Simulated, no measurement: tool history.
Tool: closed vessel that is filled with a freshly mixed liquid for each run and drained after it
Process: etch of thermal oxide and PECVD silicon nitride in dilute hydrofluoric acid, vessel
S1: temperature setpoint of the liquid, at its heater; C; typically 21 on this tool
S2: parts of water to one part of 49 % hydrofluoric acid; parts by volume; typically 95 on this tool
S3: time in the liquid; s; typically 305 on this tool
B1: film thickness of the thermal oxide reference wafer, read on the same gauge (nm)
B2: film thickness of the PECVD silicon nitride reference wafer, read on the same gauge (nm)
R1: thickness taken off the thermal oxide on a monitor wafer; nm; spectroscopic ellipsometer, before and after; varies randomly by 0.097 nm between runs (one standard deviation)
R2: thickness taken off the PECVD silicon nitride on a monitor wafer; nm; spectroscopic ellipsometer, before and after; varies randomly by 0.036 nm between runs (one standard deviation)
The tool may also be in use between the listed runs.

| run | hour | S1 | S2 | S3 | B1 | B2 | R1 | R2 |
|---|---|---|---|---|---|---|---|---|
| 1 | 0 | 24.5 | 55 | 255 | 79.98 | 140.01 | 25.73 | 17.09 |
| 2 | 83.7 | 17 | 95 | 395 | 79.99 | 140.01 | 16.01 | 9.39 |
| 3 | 183.8 | 21 | 95 | 305 | 80.02 | 140.04 | 14.42 | 9.51 |
|  | 190.1 | hydrofluoric acid flow meter replaced |
| 4 | 286.3 | 23 | 110 | 405 | 80 | 140.07 | 18.86 | 13.02 |
| 5 | 350.6 | 21 | 95 | 305 | 80 | 140.02 | 15.49 | 10 |
|  | 393.5 | thermometer replaced |
| 6 | 409.6 | 21 | 55 | 370 | 80.02 | 139.98 | 32.11 | 18.99 |
| 7 | 511 | 22.5 | 145 | 220 | 79.99 | 139.98 | 6.99 | 4.85 |
| 8 | 551.2 | 22.5 | 70 | 220 | 80 | 140.03 | 15.63 | 10.01 |
| 9 | 653.4 | 17 | 70 | 235 | 80 | 140.04 | 13.44 | 7.3 |
| 10 | 751.1 | 21 | 95 | 305 | 79.99 | 139.96 | 14.64 | 9.29 |
| 11 | 807.8 | 24.5 | 55 | 255 | 79.99 | 139.98 | 25.63 | 16.71 |
| 12 | 908.8 | 19 | 95 | 130 | 79.98 | 139.99 | 5.84 | 3.48 |
|  | 944.8 | gauge calibrated |
| 13 | 1207.5 | 19.5 | 130 | 445 | 80.03 | 140.01 | 14.35 | 9.11 |
| 14 | 1307.9 | 25 | 110 | 305 | 79.99 | 139.99 | 14.61 | 10.61 |
| 15 | 1370.1 | 21 | 95 | 305 | 79.99 | 140.07 | 14.76 | 9.48 |
| 16 | 1445.7 | 21 | 95 | 215 | 80.02 | 139.97 | 10.41 | 6.68 |
| 17 | 1486.8 | 21 | 95 | 305 | 80.01 | 139.99 | 14.71 | 9.52 |
| 18 | 1786.2 | 21 | 95 | 305 | 80.01 | 140 | 14.9 | 9.52 |
| 19 | 1862.7 | 23.5 | 125 | 390 | 79.98 | 140 | 15.41 | 10.98 |
| 20 | 1937.3 | 21 | 95 | 305 | 79.99 | 140.02 | 14.86 | 9.62 |
| 21 | 2011.5 | 21 | 120 | 305 | 79.99 | 140.03 | 11.49 | 7.64 |
| 22 | 2061.3 | 24.5 | 95 | 305 | 79.98 | 140.02 | 16.99 | 12.12 |
| 23 | 2108.5 | 23 | 55 | 465 | 79.98 | 140.02 | 44.85 | 28.65 |
| 24 | 2190.8 | 18 | 45 | 160 | 80 | 140 | 15.67 | 8.64 |

For each run, the measured value with the value that run would have given without the tool's hidden condition subtracted. The run-to-run variation is shared by both, the gauge scatter possibly not:
What the log doesn't record here: liquid hotter than its thermometer reads (K); hydrofluoric acid flow below the setpoint (%); gauge reads high (%).
| run | R1 | R2 |
|---|---|---|
| 1 | +0.08 | +0.63 |
| 2 | +0.07 | +0.41 |
| 3 | +0.04 | +0.41 |
| 4 | +0.94 | +1.11 |
| 5 | +0.81 | +0.89 |
| 6 | +0.1 | +0.18 |
| 7 | +0.02 | +0.06 |
| 8 | +0.06 | +0.14 |
| 9 | +0.08 | +0.13 |
| 10 | +0.08 | +0.18 |
| 11 | +0.17 | +0.34 |
| 12 | +0.05 | +0.08 |
| 13 | +0.13 | +0.29 |
| 14 | +0.12 | +0.35 |
| 15 | +0.17 | +0.36 |
| 16 | +0.12 | +0.27 |
| 17 | +0.18 | +0.39 |
| 18 | +0.22 | +0.47 |
| 19 | +0.18 | +0.53 |
| 20 | +0.24 | +0.52 |
| 21 | +0.18 | +0.42 |
| 22 | +0.26 | +0.65 |
| 23 | +0.89 | +1.69 |
| 24 | +0.38 | +0.57 |

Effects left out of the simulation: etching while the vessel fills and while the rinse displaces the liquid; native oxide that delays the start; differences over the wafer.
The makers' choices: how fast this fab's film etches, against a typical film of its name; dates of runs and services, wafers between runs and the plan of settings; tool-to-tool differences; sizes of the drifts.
